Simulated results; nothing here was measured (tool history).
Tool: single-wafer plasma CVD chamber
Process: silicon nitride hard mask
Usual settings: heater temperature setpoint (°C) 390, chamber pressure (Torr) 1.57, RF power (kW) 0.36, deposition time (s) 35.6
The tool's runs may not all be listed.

run    hour  heater temperature setpoint (°C)  chamber pressure (Torr)  RF power (kW)  deposition time (s)  read-back reference wafer on the same gauge, thickness_nm  mean film thickness on the monitor wafer (angstrom)
  1       0                               390                     1.57           0.36                 35.6                                                     40.699                                                436.8
  2    63.7                               390                     1.57           0.36                 35.6                                                     40.672                                               434.62
        138  -- thermocouple changed; heater temperature recalibrated
  3   138.5                               390                     1.57           0.36                 35.6                                                     40.746                                               438.68
        213  -- gauge calibrated
  4   221.6                               390                     1.57           0.36                 35.6                                                      40.64                                               437.69
  5   422.3                               390                     1.57           0.36                 35.6                                                     40.686                                               432.37
  6   491.8                               390                     1.57           0.36                 35.6                                                     40.702                                               434.13
  7   530.9                               390                     1.57           0.36                 35.6                                                     40.692                                               434.84
  8   597.5                               390                     1.57           0.36                 35.6                                                     40.743                                               433.73
  9   636.8                               390                     1.57           0.36                 35.6                                                      40.71                                               435.39
 10   681.7                               401                     1.57           0.36                 35.6                                                     40.655                                               433.05
      768.7  -- capacitance manometer re-zeroed and calibrated
 11   777.7                               398                     1.57           0.36                 35.6                                                     40.625                                               434.14
 12   821.4                               379                     1.35           0.36                 38.3                                                     40.685                                                454.5
      898.5  -- RF generator calibrated
 13     899                               390                     1.74           0.31                 31.3                                                     40.711                                               353.34
 14   977.1                               383                     1.42           0.36                 37.9                                                     40.675                                               463.91
     1007.4  -- showerhead replaced
 15  1106.1                               390                     1.57           0.36                 35.6                                                     40.708                                                444.6
 16  1200.7                               390                     1.86           0.36                 40.7                                                     40.737                                               524.47
 17  1305.6                               390                     1.57           0.36                 35.6                                                     40.705                                                440.1
 18  1347.3                               390                     1.43           0.36                 35.6                                                     40.737                                               427.94
 19  1385.3                               386                     1.28           0.34                 38.5                                                      40.65                                               432.74
 20    1454                               384                     1.57           0.36                 35.6                                                     40.727                                               440.44
 21  1548.6                               398                     1.81           0.36                 30.1                                                     40.726                                               379.98
 22  1625.7                               402                     1.83           0.36                 39.6                                                     40.706                                               500.32
 23  1667.9                               405                     1.92          0.315                 35.6                                                      40.68                                               406.53
 24  1756.1                               390                     1.25           0.31                 39.7                                                      40.67                                               405.98
 25  1848.6                               398                     1.44           0.42                   39                                                      40.68                                               527.26
 26    1897                               401                     1.57           0.31                 32.5                                                     40.725                                               349.76
     1974.1  -- thermocouple changed; heater temperature recalibrated
 27  1974.6                               390                     1.57           0.36                 35.6                                                      40.69                                                  435
 28  2019.4                               390                     1.57            0.3                 38.5                                                     40.698                                               401.87

Some steps in mean film thickness on the monitor wafer (angstrom) between neighbouring runs. How much of each would the tool show without its hidden state too (settings, what came in, random variation), and how much is left for the hidden state, with any gauge scatter that isn't in both results?
The hidden state here: wafer temperature above the value expected at the setpoint (K); delivered RF power above the setpoint (%); true pressure above the setpoint (%); gauge reads high (%).
Run 12 -> 13: heater temperature setpoint (°C) 379 -> 390, chamber pressure (Torr) 1.35 -> 1.74, RF power (kW) 0.36 -> 0.31, deposition time (s) 38.3 -> 31.3, RF generator calibrated. mean film thickness on the monitor wafer (angstrom) -101.16: hidden state +13.22, all else -114.38.
Run 21 -> 22: heater temperature setpoint (°C) 398 -> 402, chamber pressure (Torr) 1.81 -> 1.83, deposition time (s) 30.1 -> 39.6. mean film thickness on the monitor wafer (angstrom) +120.34: hidden state -3.44, all else +123.78.
Run 24 -> 25: heater temperature setpoint (°C) 390 -> 398, chamber pressure (Torr) 1.25 -> 1.44, RF power (kW) 0.31 -> 0.42, deposition time (s) 39.7 -> 39. mean film thickness on the monitor wafer (angstrom) +121.28: hidden state -1.78, all else +123.06.
Run 25 -> 26: heater temperature setpoint (°C) 398 -> 401, chamber pressure (Torr) 1.44 -> 1.57, RF power (kW) 0.42 -> 0.31, deposition time (s) 39 -> 32.5. mean film thickness on the monitor wafer (angstrom) -177.5: hidden state +2.85, all else -180.35.
